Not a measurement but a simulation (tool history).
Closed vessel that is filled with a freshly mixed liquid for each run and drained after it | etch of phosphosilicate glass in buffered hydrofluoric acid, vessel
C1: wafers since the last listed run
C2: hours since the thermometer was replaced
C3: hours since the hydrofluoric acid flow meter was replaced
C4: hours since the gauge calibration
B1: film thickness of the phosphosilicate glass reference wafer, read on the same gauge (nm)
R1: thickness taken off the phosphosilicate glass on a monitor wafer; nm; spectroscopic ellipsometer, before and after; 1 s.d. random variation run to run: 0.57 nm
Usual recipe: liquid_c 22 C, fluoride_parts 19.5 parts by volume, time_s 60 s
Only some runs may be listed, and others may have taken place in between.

Run 1, hour 0.0: usual settings; C1 0; C2 188.1; C3 1989.8; C4 345.3; B1 49.98. Result: R1 165.91 nm.
Run 2, hour 35.3: usual settings; C1 3950; C2 223.4; C3 2025.1; C4 380.6; B1 50.02. Result: R1 166.24 nm.
Run 3, hour 47.4: usual settings; C1 1354; C2 235.5; C3 2037.2; C4 392.7; B1 49.98. Result: R1 166.68 nm.
Run 4, hour 82.0: usual settings; C1 3872; C2 270.1; C3 2071.8; C4 427.3; B1 49.97. Result: R1 166.01 nm.
Run 5, hour 116.3: usual settings; C1 3838; C2 304.4; C3 2106.1; C4 461.6; B1 49.96. Result: R1 166.61 nm.
Run 6, hour 138.7: usual settings but time_s 35 s; C1 2506; C2 326.8; C3 2128.5; C4 484.0; B1 50.01. Result: R1 97.28 nm.
Run 7, hour 156.3: usual settings but time_s 35 s; C1 1969; C2 344.4; C3 2146.1; C4 501.6; B1 50.01. Result: R1 97.67 nm.
Run 8, hour 191.7: usual settings; C1 3961; C2 379.8; C3 2181.5; C4 537.0; B1 50.02. Result: R1 167.89 nm.
Run 9, hour 219.0: usual settings; C1 3055; C2 407.1; C3 2208.8; C4 564.3; B1 50.00. Result: R1 168.59 nm.
Run 10, hour 246.3: usual settings; C1 3055; C2 434.4; C3 2236.1; C4 591.6; B1 50.00. Result: R1 167.94 nm.
Run 11, hour 273.1: usual settings but liquid_c 19 C; C1 2999; C2 461.2; C3 2262.9; C4 618.4; B1 50.01. Result: R1 142.62 nm.
At hour 292.6: thermometer replaced.
Run 12, hour 307.2: usual settings but time_s 40 s; C1 3704; C2 14.6; C3 2297.0; C4 652.5; B1 49.99. Result: R1 112.03 nm.
At hour 320.2: gauge calibrated.
Run 13, hour 326.1: usual settings but liquid_c 26 C, time_s 75 s; C1 2115; C2 33.5; C3 2315.9; C4 5.9; B1 49.97. Result: R1 262.87 nm.

What will run 14 give?
At hour 329.4: hydrofluoric acid flow meter replaced.
Run 14, hour 359.3: usual settings but fluoride_parts 17.5 parts by volume, time_s 30 s; C1 3603; C2 66.7; C3 29.9; C4 39.1; B1 ?. Result: R1 ?.

B1: 49.99
R1: 84.73 nm
Minus the tool's unlogged condition, the same run would have read R1 84.29 nm.

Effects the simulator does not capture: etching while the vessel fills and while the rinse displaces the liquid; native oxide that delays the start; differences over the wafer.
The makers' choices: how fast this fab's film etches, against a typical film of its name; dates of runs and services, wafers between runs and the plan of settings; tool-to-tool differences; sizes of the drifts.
